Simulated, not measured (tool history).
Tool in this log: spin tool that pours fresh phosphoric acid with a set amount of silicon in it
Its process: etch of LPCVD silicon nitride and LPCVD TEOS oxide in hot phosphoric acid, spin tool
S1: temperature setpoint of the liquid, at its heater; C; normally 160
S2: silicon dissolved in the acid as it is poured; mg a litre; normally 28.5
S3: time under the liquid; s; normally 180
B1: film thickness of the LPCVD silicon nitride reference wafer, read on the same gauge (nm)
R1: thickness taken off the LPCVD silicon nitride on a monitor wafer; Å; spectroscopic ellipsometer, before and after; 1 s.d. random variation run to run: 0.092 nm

run,day,S1,S2,S3,B1,R1
1,0,160,28.5,180,40.01,116.9
2,0.608,160,28.5,180,39.99,115.9
3,1.688,160,28.5,180,40,114.3
4,2.933,160,28.5,180,40,113.1
5,4.088,160,28.5,180,40.01,114.9
# day 4.221: heated supply line repaired
6,4.858,160,28.5,180,39.99,106.7
7,5.404,160,28.5,180,40,106.8
8,6.092,160,28.5,240,39.99,141.2
# day 7.021: gauge calibrated
9,7.588,160,28.5,240,40,140.7
# day 7.796: heated supply line repaired, repeated, since the last time left the tool worse
10,8.375,162.5,49.5,110,40,82.2
11,9.275,161.5,39.5,180,40.01,131.3
# day 10.612: thermometer replaced
12,10.671,162.5,28.5,120,39.98,89.9
# day 11.575: dissolved silicon flow meter replaced
13,11.596,157,28.5,85,40,52.9
14,12.879,160,17.5,125,39.99,85.6
15,13.612,162.5,28.5,135,39.97,100.2
16,14.788,160,28.5,180,40.03,121.7
17,15.579,158.5,42.5,180,40.02,115.9
18,16.912,162.5,28.5,280,39.99,206.5
# day 17.238: gauge calibrated
19,17.792,157.5,28.5,180,39.99,113.4
20,18.875,160,28.5,180,40,122.2
21,20.217,160,28.5,80,39.98,54.2

Here are 5 independent what-if runs from the current tool condition. What would each one return?
A,20.238,160,28.5,100,?,?
B,20.238,157.5,8.5,180,?,?
C,20.238,160,14,75,?,?
D,20.238,163,37,180,?,?
E,20.238,162.5,28.5,180,?,?

run,B1,R1
A,40.01,66.2
B,40.01,109.4
C,40.01,49.6
D,40.01,131.8
E,40.01,129.6
With no hidden state in the tool, these same runs would have given:
run,R1
A,68.8
B,113.9
C,51.6
D,137
E,134.7

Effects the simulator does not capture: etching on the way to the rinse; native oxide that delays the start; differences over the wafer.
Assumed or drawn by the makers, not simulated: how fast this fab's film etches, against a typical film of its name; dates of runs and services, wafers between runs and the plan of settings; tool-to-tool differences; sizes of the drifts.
